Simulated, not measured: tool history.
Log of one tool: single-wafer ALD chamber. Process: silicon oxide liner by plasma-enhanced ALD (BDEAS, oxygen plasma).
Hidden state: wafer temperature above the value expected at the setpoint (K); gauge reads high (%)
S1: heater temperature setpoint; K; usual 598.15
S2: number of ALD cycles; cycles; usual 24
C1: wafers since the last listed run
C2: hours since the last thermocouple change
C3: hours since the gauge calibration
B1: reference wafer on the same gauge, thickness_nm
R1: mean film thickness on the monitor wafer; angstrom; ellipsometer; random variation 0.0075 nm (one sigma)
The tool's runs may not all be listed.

{"run": 1, "day": 0.0, "S1": 598.15, "S2": 24, "C1": 0, "C2": 1868.5, "C3": 416.0, "B1": 2.089, "R1": 20.47}
{"run": 2, "day": 0.621, "S1": 598.15, "S2": 24, "C1": 133, "C2": 1883.4, "C3": 430.9, "B1": 2.085, "R1": 20.18}
{"run": 3, "day": 1.458, "S1": 598.15, "S2": 24, "C1": 180, "C2": 1903.5, "C3": 451.0, "B1": 2.082, "R1": 20.42}
{"run": 4, "day": 2.492, "S1": 598.15, "S2": 21, "C1": 222, "C2": 1928.3, "C3": 475.8, "B1": 2.079, "R1": 17.78}
{"run": 5, "day": 3.492, "S1": 598.15, "S2": 21, "C1": 214, "C2": 1952.3, "C3": 499.8, "B1": 2.077, "R1": 17.74}
{"run": 6, "day": 4.633, "S1": 587.15, "S2": 27, "C1": 245, "C2": 1979.7, "C3": 527.2, "B1": 2.079, "R1": 23.09}
{"run": 7, "day": 5.242, "S1": 587.15, "S2": 27, "C1": 130, "C2": 1994.3, "C3": 541.8, "B1": 2.077, "R1": 23.14}
{"run": 8, "day": 5.842, "S1": 587.15, "S2": 27, "C1": 128, "C2": 2008.7, "C3": 556.2, "B1": 2.071, "R1": 23.13}
{"run": 9, "day": 6.496, "S1": 598.15, "S2": 27, "C1": 140, "C2": 2024.4, "C3": 571.9, "B1": 2.074, "R1": 22.84}
{"run": 10, "day": 8.4, "S1": 598.15, "S2": 26, "C1": 409, "C2": 2070.1, "C3": 617.6, "B1": 2.069, "R1": 21.75}
{"run": 11, "day": 9.412, "S1": 598.15, "S2": 26, "C1": 217, "C2": 2094.4, "C3": 641.9, "B1": 2.067, "R1": 21.88}
{"run": 12, "day": 10.158, "S1": 598.15, "S2": 26, "C1": 160, "C2": 2112.3, "C3": 659.8, "B1": 2.066, "R1": 21.79}
{"run": 13, "day": 11.192, "S1": 598.15, "S2": 24, "C1": 222, "C2": 2137.1, "C3": 684.6, "B1": 2.063, "R1": 20.11}
{"run": 14, "day": 11.912, "S1": 598.15, "S2": 24, "C1": 154, "C2": 2154.4, "C3": 701.9, "B1": 2.063, "R1": 20.08}
{"run": 15, "day": 12.746, "S1": 598.15, "S2": 24, "C1": 179, "C2": 2174.4, "C3": 721.9, "B1": 2.061, "R1": 20.27}
{"run": 16, "day": 13.383, "S1": 598.15, "S2": 24, "C1": 137, "C2": 2189.7, "C3": 737.2, "B1": 2.056, "R1": 20.07}
{"run": 17, "day": 17.112, "S1": 591.15, "S2": 24, "C1": 801, "C2": 2279.2, "C3": 826.7, "B1": 2.049, "R1": 20.22}
{"day": 17.9, "done": "gauge calibrated"}
{"run": 18, "day": 17.912, "S1": 603.15, "S2": 25, "C1": 171, "C2": 2298.4, "C3": 0.3, "B1": 2.13, "R1": 21.59}
{"run": 19, "day": 18.5, "S1": 592.15, "S2": 28, "C1": 126, "C2": 2312.5, "C3": 14.4, "B1": 2.127, "R1": 24.51}
{"day": 18.967, "done": "thermocouple changed; heater temperature recalibrated"}
{"run": 20, "day": 22.633, "S1": 590.15, "S2": 24, "C1": 816, "C2": 88.0, "C3": 113.6, "B1": 2.117, "R1": 21.03}
{"run": 21, "day": 24.05, "S1": 609.15, "S2": 28, "C1": 304, "C2": 122.0, "C3": 147.6, "B1": 2.117, "R1": 23.59}
{"run": 22, "day": 25.154, "S1": 603.15, "S2": 21, "C1": 237, "C2": 148.5, "C3": 174.1, "B1": 2.117, "R1": 17.92}
{"run": 23, "day": 25.958, "S1": 594.15, "S2": 29, "C1": 172, "C2": 167.8, "C3": 193.4, "B1": 2.112, "R1": 25.09}
{"run": 24, "day": 30.054, "S1": 603.15, "S2": 21, "C1": 880, "C2": 266.1, "C3": 291.7, "B1": 2.104, "R1": 17.84}
{"run": 25, "day": 30.638, "S1": 591.15, "S2": 24, "C1": 125, "C2": 280.1, "C3": 305.7, "B1": 2.103, "R1": 20.63}
{"run": 26, "day": 31.471, "S1": 613.15, "S2": 20, "C1": 179, "C2": 300.1, "C3": 325.7, "B1": 2.101, "R1": 16.76}
{"run": 27, "day": 32.838, "S1": 611.15, "S2": 20, "C1": 293, "C2": 332.9, "C3": 358.5, "B1": 2.098, "R1": 16.8}
{"run": 28, "day": 34.233, "S1": 598.15, "S2": 24, "C1": 300, "C2": 366.4, "C3": 392.0, "B1": 2.093, "R1": 20.33}
{"run": 29, "day": 38.554, "S1": 612.15, "S2": 20, "C1": 928, "C2": 470.1, "C3": 495.7, "B1": 2.086, "R1": 16.61}
{"run": 30, "day": 40.046, "S1": 584.15, "S2": 19, "C1": 320, "C2": 505.9, "C3": 531.5, "B1": 2.085, "R1": 16.4}
{"run": 31, "day": 40.892, "S1": 584.15, "S2": 19, "C1": 181, "C2": 526.2, "C3": 551.8, "B1": 2.081, "R1": 16.39}
{"run": 32, "day": 41.75, "S1": 608.15, "S2": 27, "C1": 184, "C2": 546.8, "C3": 572.4, "B1": 2.081, "R1": 22.59}
{"run": 33, "day": 42.262, "S1": 589.15, "S2": 21, "C1": 110, "C2": 559.1, "C3": 584.7, "B1": 2.077, "R1": 18.01}
{"run": 34, "day": 43.196, "S1": 610.15, "S2": 28, "C1": 200, "C2": 581.5, "C3": 607.1, "B1": 2.076, "R1": 23.2}

4 ways to go on from here, each from the tool as it stands after run 34. What would each give?
{"run": "A", "day": 43.212, "S1": 598.15, "S2": 28, "C1": 3, "C2": 581.9, "C3": 607.5, "B1": "?", "R1": "?"}
{"run": "B", "day": 43.212, "S1": 604.15, "S2": 28, "C1": 3, "C2": 581.9, "C3": 607.5, "B1": "?", "R1": "?"}
{"run": "C", "day": 43.212, "S1": 585.15, "S2": 21, "C1": 3, "C2": 581.9, "C3": 607.5, "B1": "?", "R1": "?"}
{"run": "D", "day": 43.212, "S1": 607.15, "S2": 21, "C1": 3, "C2": 581.9, "C3": 607.5, "B1": "?", "R1": "?"}

run=A B1=2.075 R1=23.87
run=B B1=2.075 R1=23.68
run=C B1=2.075 R1=18.21
run=D B1=2.075 R1=17.69
Without the tool's hidden state the same runs would have given:
run=A R1=24.48
run=B R1=24.29
run=C R1=18.68
run=D R1=18.14
